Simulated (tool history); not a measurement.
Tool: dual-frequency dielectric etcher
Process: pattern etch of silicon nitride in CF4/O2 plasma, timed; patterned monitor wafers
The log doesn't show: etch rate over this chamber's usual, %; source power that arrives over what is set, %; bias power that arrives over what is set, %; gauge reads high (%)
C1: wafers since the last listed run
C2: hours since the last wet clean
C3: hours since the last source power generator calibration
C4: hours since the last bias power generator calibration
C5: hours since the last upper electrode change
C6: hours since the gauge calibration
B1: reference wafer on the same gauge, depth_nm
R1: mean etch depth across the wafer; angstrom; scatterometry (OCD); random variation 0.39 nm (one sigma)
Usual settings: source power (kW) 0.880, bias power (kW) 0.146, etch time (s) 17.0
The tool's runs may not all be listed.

{"run": 1, "hour": 0.0, "source power (kW)": 0.88, "bias power (kW)": 0.122, "etch time (s)": 17.0, "C1": 0, "C2": 324.1, "C3": 1156.6, "C4": 913.8, "C5": 4135.3, "C6": 835.0, "B1": 58.6, "R1": 572}
{"run": 2, "hour": 60.9, "source power (kW)": 0.88, "bias power (kW)": 0.122, "etch time (s)": 17.0, "C1": 1192, "C2": 385.0, "C3": 1217.5, "C4": 974.7, "C5": 4196.2, "C6": 895.9, "B1": 58.6, "R1": 567}
{"run": 3, "hour": 129.7, "source power (kW)": 0.88, "bias power (kW)": 0.146, "etch time (s)": 17.0, "C1": 1347, "C2": 453.8, "C3": 1286.3, "C4": 1043.5, "C5": 4265.0, "C6": 964.7, "B1": 58.5, "R1": 580}
{"run": 4, "hour": 173.7, "source power (kW)": 0.88, "bias power (kW)": 0.146, "etch time (s)": 19.5, "C1": 861, "C2": 497.8, "C3": 1330.3, "C4": 1087.5, "C5": 4309.0, "C6": 1008.7, "B1": 58.6, "R1": 663}
{"hour": 217.9, "done": "wet clean of the chamber"}
{"run": 5, "hour": 226.1, "source power (kW)": 0.88, "bias power (kW)": 0.146, "etch time (s)": 17.0, "C1": 556, "C2": 8.2, "C3": 1382.7, "C4": 1139.9, "C5": 4361.4, "C6": 1061.1, "B1": 58.6, "R1": 577}
{"run": 6, "hour": 262.5, "source power (kW)": 0.88, "bias power (kW)": 0.163, "etch time (s)": 17.0, "C1": 713, "C2": 44.6, "C3": 1419.1, "C4": 1176.3, "C5": 4397.8, "C6": 1097.5, "B1": 58.5, "R1": 590}
{"run": 7, "hour": 304.6, "source power (kW)": 0.88, "bias power (kW)": 0.163, "etch time (s)": 17.0, "C1": 824, "C2": 86.7, "C3": 1461.2, "C4": 1218.4, "C5": 4439.9, "C6": 1139.6, "B1": 58.3, "R1": 581}
{"run": 8, "hour": 372.0, "source power (kW)": 0.88, "bias power (kW)": 0.146, "etch time (s)": 17.0, "C1": 1320, "C2": 154.1, "C3": 1528.6, "C4": 1285.8, "C5": 4507.3, "C6": 1207.0, "B1": 58.4, "R1": 573}
{"run": 9, "hour": 397.5, "source power (kW)": 0.88, "bias power (kW)": 0.164, "etch time (s)": 17.0, "C1": 499, "C2": 179.6, "C3": 1554.1, "C4": 1311.3, "C5": 4532.8, "C6": 1232.5, "B1": 58.5, "R1": 592}
{"run": 10, "hour": 432.0, "source power (kW)": 0.88, "bias power (kW)": 0.164, "etch time (s)": 17.0, "C1": 675, "C2": 214.1, "C3": 1588.6, "C4": 1345.8, "C5": 4567.3, "C6": 1267.0, "B1": 58.5, "R1": 590}
{"run": 11, "hour": 462.6, "source power (kW)": 0.88, "bias power (kW)": 0.164, "etch time (s)": 17.0, "C1": 599, "C2": 244.7, "C3": 1619.2, "C4": 1376.4, "C5": 4597.9, "C6": 1297.6, "B1": 58.4, "R1": 584}
{"hour": 492.8, "done": "source power generator calibrated"}
{"run": 12, "hour": 500.3, "source power (kW)": 0.88, "bias power (kW)": 0.146, "etch time (s)": 17.0, "C1": 660, "C2": 282.4, "C3": 7.5, "C4": 1414.1, "C5": 4635.6, "C6": 1335.3, "B1": 58.7, "R1": 589}
{"run": 13, "hour": 542.6, "source power (kW)": 0.88, "bias power (kW)": 0.131, "etch time (s)": 17.0, "C1": 828, "C2": 324.7, "C3": 49.8, "C4": 1456.4, "C5": 4677.9, "C6": 1377.6, "B1": 58.5, "R1": 583}
{"run": 14, "hour": 600.7, "source power (kW)": 0.88, "bias power (kW)": 0.131, "etch time (s)": 17.0, "C1": 1138, "C2": 382.8, "C3": 107.9, "C4": 1514.5, "C5": 4736.0, "C6": 1435.7, "B1": 58.5, "R1": 579}
{"run": 15, "hour": 685.4, "source power (kW)": 0.88, "bias power (kW)": 0.146, "etch time (s)": 17.0, "C1": 1659, "C2": 467.5, "C3": 192.6, "C4": 1599.2, "C5": 4820.7, "C6": 1520.4, "B1": 58.3, "R1": 593}
{"hour": 715.4, "done": "upper electrode replaced, of another model than before"}
{"run": 16, "hour": 732.1, "source power (kW)": 0.99, "bias power (kW)": 0.165, "etch time (s)": 12.5, "C1": 444, "C2": 514.2, "C3": 239.3, "C4": 1645.9, "C5": 16.7, "C6": 1567.1, "B1": 58.6, "R1": 464}
{"hour": 752.9, "done": "gauge calibrated"}
{"hour": 795.8, "done": "wet clean of the chamber"}
{"run": 17, "hour": 796.3, "source power (kW)": 0.88, "bias power (kW)": 0.146, "etch time (s)": 17.0, "C1": 787, "C2": 0.5, "C3": 303.5, "C4": 1710.1, "C5": 80.9, "C6": 43.4, "B1": 58.7, "R1": 596}
{"run": 18, "hour": 818.0, "source power (kW)": 0.88, "bias power (kW)": 0.137, "etch time (s)": 17.0, "C1": 425, "C2": 22.2, "C3": 325.2, "C4": 1731.8, "C5": 102.6, "C6": 65.1, "B1": 58.4, "R1": 596}
{"run": 19, "hour": 887.3, "source power (kW)": 1.0, "bias power (kW)": 0.146, "etch time (s)": 22.0, "C1": 1357, "C2": 91.5, "C3": 394.5, "C4": 1801.1, "C5": 171.9, "C6": 134.4, "B1": 58.3, "R1": 801}
{"run": 20, "hour": 952.8, "source power (kW)": 0.88, "bias power (kW)": 0.146, "etch time (s)": 17.0, "C1": 1283, "C2": 157.0, "C3": 460.0, "C4": 1866.6, "C5": 237.4, "C6": 199.9, "B1": 58.7, "R1": 593}
{"run": 21, "hour": 977.9, "source power (kW)": 1.09, "bias power (kW)": 0.178, "etch time (s)": 21.0, "C1": 491, "C2": 182.1, "C3": 485.1, "C4": 1891.7, "C5": 262.5, "C6": 225.0, "B1": 58.6, "R1": 811}
{"run": 22, "hour": 1003.2, "source power (kW)": 0.88, "bias power (kW)": 0.146, "etch time (s)": 14.0, "C1": 495, "C2": 207.4, "C3": 510.4, "C4": 1917.0, "C5": 287.8, "C6": 250.3, "B1": 58.4, "R1": 490}
{"run": 23, "hour": 1035.6, "source power (kW)": 1.01, "bias power (kW)": 0.146, "etch time (s)": 17.0, "C1": 634, "C2": 239.8, "C3": 542.8, "C4": 1949.4, "C5": 320.2, "C6": 282.7, "B1": 58.4, "R1": 630}
{"hour": 1062.0, "done": "bias power generator calibrated"}
{"run": 24, "hour": 1077.1, "source power (kW)": 1.01, "bias power (kW)": 0.112, "etch time (s)": 17.0, "C1": 734, "C2": 281.3, "C3": 584.3, "C4": 15.1, "C5": 361.7, "C6": 324.2, "B1": 58.5, "R1": 603}
{"run": 25, "hour": 1117.7, "source power (kW)": 1.09, "bias power (kW)": 0.178, "etch time (s)": 21.0, "C1": 795, "C2": 321.9, "C3": 624.9, "C4": 55.7, "C5": 402.3, "C6": 364.8, "B1": 58.4, "R1": 806}
{"run": 26, "hour": 1149.7, "source power (kW)": 0.82, "bias power (kW)": 0.114, "etch time (s)": 15.0, "C1": 626, "C2": 353.9, "C3": 656.9, "C4": 87.7, "C5": 434.3, "C6": 396.8, "B1": 58.5, "R1": 500}
{"run": 27, "hour": 1186.7, "source power (kW)": 0.67, "bias power (kW)": 0.129, "etch time (s)": 17.0, "C1": 724, "C2": 390.9, "C3": 693.9, "C4": 124.7, "C5": 471.3, "C6": 433.8, "B1": 58.3, "R1": 531}
{"hour": 1249.0, "done": "wet clean of the chamber"}
{"run": 28, "hour": 1249.5, "source power (kW)": 0.88, "bias power (kW)": 0.165, "etch time (s)": 19.5, "C1": 760, "C2": 0.5, "C3": 756.7, "C4": 187.5, "C5": 534.1, "C6": 496.6, "B1": 58.7, "R1": 687}
{"run": 29, "hour": 1449.4, "source power (kW)": 0.88, "bias power (kW)": 0.146, "etch time (s)": 17.0, "C1": 3915, "C2": 200.4, "C3": 956.6, "C4": 387.4, "C5": 734.0, "C6": 696.5, "B1": 58.6, "R1": 591}

Measured less the same run without the tool's hidden state. The same run-to-run variation is in both; the gauge's scatter may not be:
run=1 R1=-10
run=2 R1=-12
run=3 R1=-13
run=4 R1=-16
run=5 R1=-15
run=6 R1=-16
run=7 R1=-17
run=8 R1=-19
run=9 R1=-20
run=10 R1=-21
run=11 R1=-22
run=12 R1=+3
run=13 R1=+2
run=14 R1=+2
run=15 R1=+2
run=16 R1=+1
run=17 R1=+1
run=18 R1=+1
run=19 R1=+1
run=20 R1=+1
run=21 R1=+0
run=22 R1=+0
run=23 R1=+0
run=24 R1=+0
run=25 R1=+0
run=26 R1=+0
run=27 R1=+0
run=28 R1=-1
run=29 R1=-3
